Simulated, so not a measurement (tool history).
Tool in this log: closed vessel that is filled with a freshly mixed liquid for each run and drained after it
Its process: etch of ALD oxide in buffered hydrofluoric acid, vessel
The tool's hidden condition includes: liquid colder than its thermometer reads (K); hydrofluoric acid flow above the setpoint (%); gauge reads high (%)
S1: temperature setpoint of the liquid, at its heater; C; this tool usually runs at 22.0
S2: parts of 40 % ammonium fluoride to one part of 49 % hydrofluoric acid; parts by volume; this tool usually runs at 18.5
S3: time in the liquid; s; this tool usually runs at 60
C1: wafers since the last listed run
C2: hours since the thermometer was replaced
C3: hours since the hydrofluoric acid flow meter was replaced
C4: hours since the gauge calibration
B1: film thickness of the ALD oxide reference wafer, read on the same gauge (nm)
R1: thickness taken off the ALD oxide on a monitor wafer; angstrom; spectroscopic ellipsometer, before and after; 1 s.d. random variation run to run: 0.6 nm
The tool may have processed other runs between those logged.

{"run": 1, "hour": 0.0, "S1": 19.0, "S2": 18.5, "S3": 60, "C1": 0, "C2": 913.0, "C3": 807.0, "C4": 1089.8, "B1": 89.99, "R1": 632.3}
{"hour": 45.7, "done": "hydrofluoric acid flow meter replaced"}
{"run": 2, "hour": 63.4, "S1": 22.0, "S2": 18.5, "S3": 60, "C1": 7172, "C2": 976.4, "C3": 17.7, "C4": 1153.2, "B1": 89.99, "R1": 742.5}
{"run": 3, "hour": 103.5, "S1": 22.0, "S2": 18.5, "S3": 60, "C1": 4609, "C2": 1016.5, "C3": 57.8, "C4": 1193.3, "B1": 89.98, "R1": 743.6}
{"run": 4, "hour": 160.6, "S1": 22.0, "S2": 18.5, "S3": 60, "C1": 6563, "C2": 1073.6, "C3": 114.9, "C4": 1250.4, "B1": 89.99, "R1": 731.3}
{"run": 5, "hour": 216.9, "S1": 22.0, "S2": 18.5, "S3": 60, "C1": 6471, "C2": 1129.9, "C3": 171.2, "C4": 1306.7, "B1": 90.01, "R1": 739.7}
{"run": 6, "hour": 249.1, "S1": 22.0, "S2": 18.5, "S3": 60, "C1": 3701, "C2": 1162.1, "C3": 203.4, "C4": 1338.9, "B1": 89.99, "R1": 746.8}
{"run": 7, "hour": 309.9, "S1": 22.0, "S2": 18.5, "S3": 60, "C1": 6988, "C2": 1222.9, "C3": 264.2, "C4": 1399.7, "B1": 89.99, "R1": 735.4}
{"run": 8, "hour": 381.0, "S1": 22.0, "S2": 18.5, "S3": 60, "C1": 8172, "C2": 1294.0, "C3": 335.3, "C4": 1470.8, "B1": 89.99, "R1": 747.3}
{"run": 9, "hour": 439.7, "S1": 22.0, "S2": 18.5, "S3": 60, "C1": 6747, "C2": 1352.7, "C3": 394.0, "C4": 1529.5, "B1": 90.01, "R1": 739.7}
{"hour": 454.4, "done": "thermometer replaced"}
{"run": 10, "hour": 466.3, "S1": 20.0, "S2": 22.0, "S3": 85, "C1": 2942, "C2": 11.9, "C3": 420.6, "C4": 1556.1, "B1": 90.01, "R1": 814.1}
{"run": 11, "hour": 491.3, "S1": 25.5, "S2": 25.5, "S3": 90, "C1": 2873, "C2": 36.9, "C3": 445.6, "C4": 1581.1, "B1": 90.02, "R1": 1060.8}
{"run": 12, "hour": 534.7, "S1": 26.0, "S2": 12.0, "S3": 40, "C1": 4988, "C2": 80.3, "C3": 489.0, "C4": 1624.5, "B1": 89.99, "R1": 944.8}
{"run": 13, "hour": 601.2, "S1": 19.5, "S2": 25.0, "S3": 35, "C1": 7643, "C2": 146.8, "C3": 555.5, "C4": 1691.0, "B1": 90.0, "R1": 301.0}
{"run": 14, "hour": 628.6, "S1": 24.0, "S2": 18.5, "S3": 60, "C1": 3149, "C2": 174.2, "C3": 582.9, "C4": 1718.4, "B1": 90.0, "R1": 831.6}
{"run": 15, "hour": 678.1, "S1": 25.0, "S2": 18.5, "S3": 60, "C1": 5689, "C2": 223.7, "C3": 632.4, "C4": 1767.9, "B1": 89.98, "R1": 870.2}
{"hour": 699.7, "done": "gauge calibrated"}
{"run": 16, "hour": 705.8, "S1": 22.0, "S2": 18.5, "S3": 35, "C1": 3184, "C2": 251.4, "C3": 660.1, "C4": 6.1, "B1": 90.01, "R1": 434.0}
{"run": 17, "hour": 754.6, "S1": 22.0, "S2": 18.5, "S3": 60, "C1": 5609, "C2": 300.2, "C3": 708.9, "C4": 54.9, "B1": 90.0, "R1": 740.8}
{"hour": 781.9, "done": "hydrofluoric acid flow meter replaced"}
{"run": 18, "hour": 806.9, "S1": 22.0, "S2": 18.5, "S3": 80, "C1": 5896, "C2": 352.5, "C3": 25.0, "C4": 107.2, "B1": 89.99, "R1": 997.3}
{"run": 19, "hour": 891.5, "S1": 22.0, "S2": 14.5, "S3": 45, "C1": 9724, "C2": 437.1, "C3": 109.6, "C4": 191.8, "B1": 90.0, "R1": 724.1}
{"run": 20, "hour": 927.5, "S1": 22.0, "S2": 18.5, "S3": 60, "C1": 4138, "C2": 473.1, "C3": 145.6, "C4": 227.8, "B1": 89.99, "R1": 740.1}
{"run": 21, "hour": 973.1, "S1": 17.0, "S2": 24.5, "S3": 35, "C1": 5241, "C2": 518.7, "C3": 191.2, "C4": 273.4, "B1": 89.98, "R1": 263.9}
{"run": 22, "hour": 1033.7, "S1": 23.5, "S2": 14.0, "S3": 50, "C1": 6965, "C2": 579.3, "C3": 251.8, "C4": 334.0, "B1": 89.98, "R1": 885.8}
{"run": 23, "hour": 1089.9, "S1": 19.5, "S2": 15.0, "S3": 60, "C1": 6459, "C2": 635.5, "C3": 308.0, "C4": 390.2, "B1": 90.0, "R1": 790.5}
{"run": 24, "hour": 1133.8, "S1": 20.0, "S2": 12.0, "S3": 60, "C1": 5046, "C2": 679.4, "C3": 351.9, "C4": 434.1, "B1": 90.01, "R1": 1018.2}
{"run": 25, "hour": 1263.1, "S1": 17.0, "S2": 25.0, "S3": 85, "C1": 14862, "C2": 808.7, "C3": 481.2, "C4": 563.4, "B1": 89.99, "R1": 629.0}
{"run": 26, "hour": 1326.5, "S1": 26.0, "S2": 12.5, "S3": 75, "C1": 7287, "C2": 872.1, "C3": 544.6, "C4": 626.8, "B1": 89.99, "R1": 1716.5}
{"run": 27, "hour": 1381.6, "S1": 27.0, "S2": 18.5, "S3": 45, "C1": 6333, "C2": 927.2, "C3": 599.7, "C4": 681.9, "B1": 90.0, "R1": 735.5}
{"run": 28, "hour": 1450.2, "S1": 18.0, "S2": 18.5, "S3": 60, "C1": 7885, "C2": 995.8, "C3": 668.3, "C4": 750.5, "B1": 90.0, "R1": 594.7}
{"hour": 1518.6, "done": "hydrofluoric acid flow meter replaced"}
{"run": 29, "hour": 1522.1, "S1": 22.0, "S2": 18.5, "S3": 60, "C1": 8149, "C2": 1067.7, "C3": 3.5, "C4": 822.4, "B1": 90.02, "R1": 742.9}
{"run": 30, "hour": 1569.5, "S1": 17.5, "S2": 22.5, "S3": 45, "C1": 5448, "C2": 1115.1, "C3": 50.9, "C4": 869.8, "B1": 90.0, "R1": 369.6}
{"run": 31, "hour": 1627.6, "S1": 22.0, "S2": 18.5, "S3": 60, "C1": 6678, "C2": 1173.2, "C3": 109.0, "C4": 927.9, "B1": 90.02, "R1": 743.1}
{"run": 32, "hour": 1696.1, "S1": 17.5, "S2": 22.0, "S3": 35, "C1": 7873, "C2": 1241.7, "C3": 177.5, "C4": 996.4, "B1": 89.99, "R1": 290.1}
{"run": 33, "hour": 1740.2, "S1": 22.0, "S2": 18.5, "S3": 35, "C1": 5069, "C2": 1285.8, "C3": 221.6, "C4": 1040.5, "B1": 90.0, "R1": 433.9}
{"run": 34, "hour": 1787.0, "S1": 19.0, "S2": 18.5, "S3": 60, "C1": 5379, "C2": 1332.6, "C3": 268.4, "C4": 1087.3, "B1": 90.0, "R1": 627.6}

Alternative continuations, all from the tool just after run 34; predict every row:
{"run": "A", "hour": 1787.7, "S1": 22.0, "S2": 25.5, "S3": 60, "C1": 80, "C2": 1333.3, "C3": 269.1, "C4": 1088.0, "B1": "?", "R1": "?"}
{"run": "B", "hour": 1787.7, "S1": 26.5, "S2": 21.0, "S3": 85, "C1": 80, "C2": 1333.3, "C3": 269.1, "C4": 1088.0, "B1": "?", "R1": "?"}
{"run": "C", "hour": 1787.7, "S1": 20.0, "S2": 16.0, "S3": 35, "C1": 80, "C2": 1333.3, "C3": 269.1, "C4": 1088.0, "B1": "?", "R1": "?"}
{"run": "D", "hour": 1787.7, "S1": 24.5, "S2": 20.5, "S3": 85, "C1": 80, "C2": 1333.3, "C3": 269.1, "C4": 1088.0, "B1": "?", "R1": "?"}

run=A B1=90.00 R1=580.1
run=B B1=90.00 R1=1201.8
run=C B1=90.00 R1=446.0
run=D B1=90.00 R1=1096.2
Had the tool no hidden state, the same runs would have come out as:
run=A R1=580.1
run=B R1=1201.8
run=C R1=446.0
run=D R1=1096.2
